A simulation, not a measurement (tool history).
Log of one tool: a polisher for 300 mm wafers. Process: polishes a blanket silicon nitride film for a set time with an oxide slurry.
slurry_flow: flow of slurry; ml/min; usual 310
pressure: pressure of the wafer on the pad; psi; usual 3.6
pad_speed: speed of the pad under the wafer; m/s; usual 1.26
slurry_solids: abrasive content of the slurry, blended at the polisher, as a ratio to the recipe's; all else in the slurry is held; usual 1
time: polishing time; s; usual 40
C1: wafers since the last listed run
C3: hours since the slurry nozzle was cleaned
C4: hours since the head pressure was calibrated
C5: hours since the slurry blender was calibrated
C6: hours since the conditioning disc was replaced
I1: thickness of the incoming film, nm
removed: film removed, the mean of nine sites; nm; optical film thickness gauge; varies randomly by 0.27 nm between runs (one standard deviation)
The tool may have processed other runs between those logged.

{"run": 1, "day": 0.0, "slurry_flow": 245, "pressure": 3.6, "pad_speed": 1.26, "slurry_solids": 1, "time": 37, "C1": 0, "wafers polished on this pad": 1109, "C3": 300.9, "C4": 182.4, "C5": 247.9, "C6": 236.5, "I1": 503.3, "removed": 24.6}
{"run": 2, "day": 2.617, "slurry_flow": 245, "pressure": 3.6, "pad_speed": 1.26, "slurry_solids": 1, "time": 37, "C1": 407, "wafers polished on this pad": 1517, "C3": 363.7, "C4": 245.2, "C5": 310.7, "C6": 299.3, "I1": 512.7, "removed": 24.3}
{"day": 3.858, "done": "slurry blender recalibrated"}
{"run": 3, "day": 4.925, "slurry_flow": 310, "pressure": 3.6, "pad_speed": 1.26, "slurry_solids": 1, "time": 40, "C1": 346, "wafers polished on this pad": 1863, "C3": 419.1, "C4": 300.6, "C5": 25.6, "C6": 354.7, "I1": 511.1, "removed": 27}
{"run": 4, "day": 7.488, "slurry_flow": 310, "pressure": 3.6, "pad_speed": 1.26, "slurry_solids": 1, "time": 40, "C1": 399, "wafers polished on this pad": 2262, "C3": 480.6, "C4": 362.1, "C5": 87.1, "C6": 416.2, "I1": 518.8, "removed": 26.4}
{"day": 9.196, "done": "worn pad replaced by a new one"}
{"run": 5, "day": 9.729, "slurry_flow": 310, "pressure": 3.6, "pad_speed": 1.26, "slurry_solids": 1, "time": 40, "C1": 323, "wafers polished on this pad": 83, "C3": 534.4, "C4": 415.9, "C5": 140.9, "C6": 470, "I1": 504.1, "removed": 26}
{"run": 6, "day": 12.058, "slurry_flow": 310, "pressure": 3.6, "pad_speed": 1.26, "slurry_solids": 1, "time": 40, "C1": 362, "wafers polished on this pad": 446, "C3": 590.3, "C4": 471.8, "C5": 196.8, "C6": 525.9, "I1": 512.8, "removed": 26.2}
{"day": 14.046, "done": "conditioning disc replaced and pad reconditioned"}
{"run": 7, "day": 14.833, "slurry_flow": 310, "pressure": 3.6, "pad_speed": 1.26, "slurry_solids": 1, "time": 40, "C1": 419, "wafers polished on this pad": 865, "C3": 656.9, "C4": 538.4, "C5": 263.4, "C6": 18.9, "I1": 507.7, "removed": 25.3}
{"day": 15.221, "done": "slurry nozzle cleaned"}
{"run": 8, "day": 16.488, "slurry_flow": 350, "pressure": 3.6, "pad_speed": 1.26, "slurry_solids": 1, "time": 40, "C1": 251, "wafers polished on this pad": 1116, "C3": 30.4, "C4": 578.1, "C5": 303.1, "C6": 58.6, "I1": 512.8, "removed": 27.3}
{"day": 18.483, "done": "slurry blender recalibrated"}
{"run": 9, "day": 19.279, "slurry_flow": 350, "pressure": 3.6, "pad_speed": 1.26, "slurry_solids": 1, "time": 40, "C1": 421, "wafers polished on this pad": 1538, "C3": 97.4, "C4": 645.1, "C5": 19.1, "C6": 125.6, "I1": 513.6, "removed": 27.3}
{"day": 22.133, "done": "worn pad replaced by a new one"}
{"run": 10, "day": 22.154, "slurry_flow": 350, "pressure": 3.6, "pad_speed": 1.26, "slurry_solids": 1, "time": 40, "C1": 421, "wafers polished on this pad": 3, "C3": 166.4, "C4": 714.1, "C5": 88.1, "C6": 194.6, "I1": 513, "removed": 27.5}
{"run": 11, "day": 24.567, "slurry_flow": 310, "pressure": 3.6, "pad_speed": 1.26, "slurry_solids": 1, "time": 40, "C1": 375, "wafers polished on this pad": 379, "C3": 224.3, "C4": 772, "C5": 146, "C6": 252.5, "I1": 511.6, "removed": 26.6}
{"run": 12, "day": 27.096, "slurry_flow": 310, "pressure": 3.6, "pad_speed": 1.26, "slurry_solids": 1, "time": 40, "C1": 393, "wafers polished on this pad": 773, "C3": 285, "C4": 832.7, "C5": 206.7, "C6": 313.2, "I1": 505.2, "removed": 26.8}
{"run": 13, "day": 28.692, "slurry_flow": 310, "pressure": 4.4, "pad_speed": 0.94, "slurry_solids": 1, "time": 26, "C1": 248, "wafers polished on this pad": 1021, "C3": 323.3, "C4": 871, "C5": 245, "C6": 351.5, "I1": 502.8, "removed": 16.9}
{"day": 32.408, "done": "slurry blender recalibrated"}
{"day": 35.633, "done": "worn pad replaced by a new one"}
{"run": 14, "day": 37.375, "slurry_flow": 310, "pressure": 4.8, "pad_speed": 0.94, "slurry_solids": 1.1, "time": 34, "C1": 1313, "wafers polished on this pad": 271, "C3": 531.7, "C4": 1079.4, "C5": 119.2, "C6": 559.9, "I1": 509.2, "removed": 24.4}
{"day": 38.775, "done": "head pressure recalibrated"}
{"run": 15, "day": 40.279, "slurry_flow": 310, "pressure": 3.6, "pad_speed": 1.26, "slurry_solids": 1, "time": 40, "C1": 439, "wafers polished on this pad": 710, "C3": 601.4, "C4": 36.1, "C5": 188.9, "C6": 629.6, "I1": 514.8, "removed": 27.9}
{"day": 41.029, "done": "conditioning disc replaced and pad reconditioned"}
{"run": 16, "day": 43.167, "slurry_flow": 310, "pressure": 3.6, "pad_speed": 1.62, "slurry_solids": 0.8, "time": 30, "C1": 436, "wafers polished on this pad": 1147, "C3": 670.7, "C4": 105.4, "C5": 258.2, "C6": 51.3, "I1": 511.2, "removed": 21.6}
{"run": 17, "day": 44.842, "slurry_flow": 310, "pressure": 4.3, "pad_speed": 1.26, "slurry_solids": 0.9, "time": 40, "C1": 260, "wafers polished on this pad": 1408, "C3": 710.9, "C4": 145.6, "C5": 298.4, "C6": 91.5, "I1": 511.5, "removed": 30.9}
{"day": 46.296, "done": "slurry blender recalibrated"}
{"run": 18, "day": 47.608, "slurry_flow": 310, "pressure": 4.4, "pad_speed": 1.52, "slurry_solids": 1.15, "time": 49, "C1": 417, "wafers polished on this pad": 1826, "C3": 777.3, "C4": 212, "C5": 31.5, "C6": 157.9, "I1": 503.8, "removed": 48.9}

Forecast run 19:
{"day": 49.688, "done": "worn pad replaced by a new one"}
{"run": 19, "day": 50.396, "slurry_flow": 310, "pressure": 4.8, "pad_speed": 1.26, "slurry_solids": 1, "time": 40, "C1": 408, "wafers polished on this pad": 110, "C3": 844.2, "C4": 278.9, "C5": 98.4, "C6": 224.8, "I1": 513.1, "removed": "?"}

removed: 32.8 nm
Without the tool's hidden state the same run would have given removed 37.6 nm.

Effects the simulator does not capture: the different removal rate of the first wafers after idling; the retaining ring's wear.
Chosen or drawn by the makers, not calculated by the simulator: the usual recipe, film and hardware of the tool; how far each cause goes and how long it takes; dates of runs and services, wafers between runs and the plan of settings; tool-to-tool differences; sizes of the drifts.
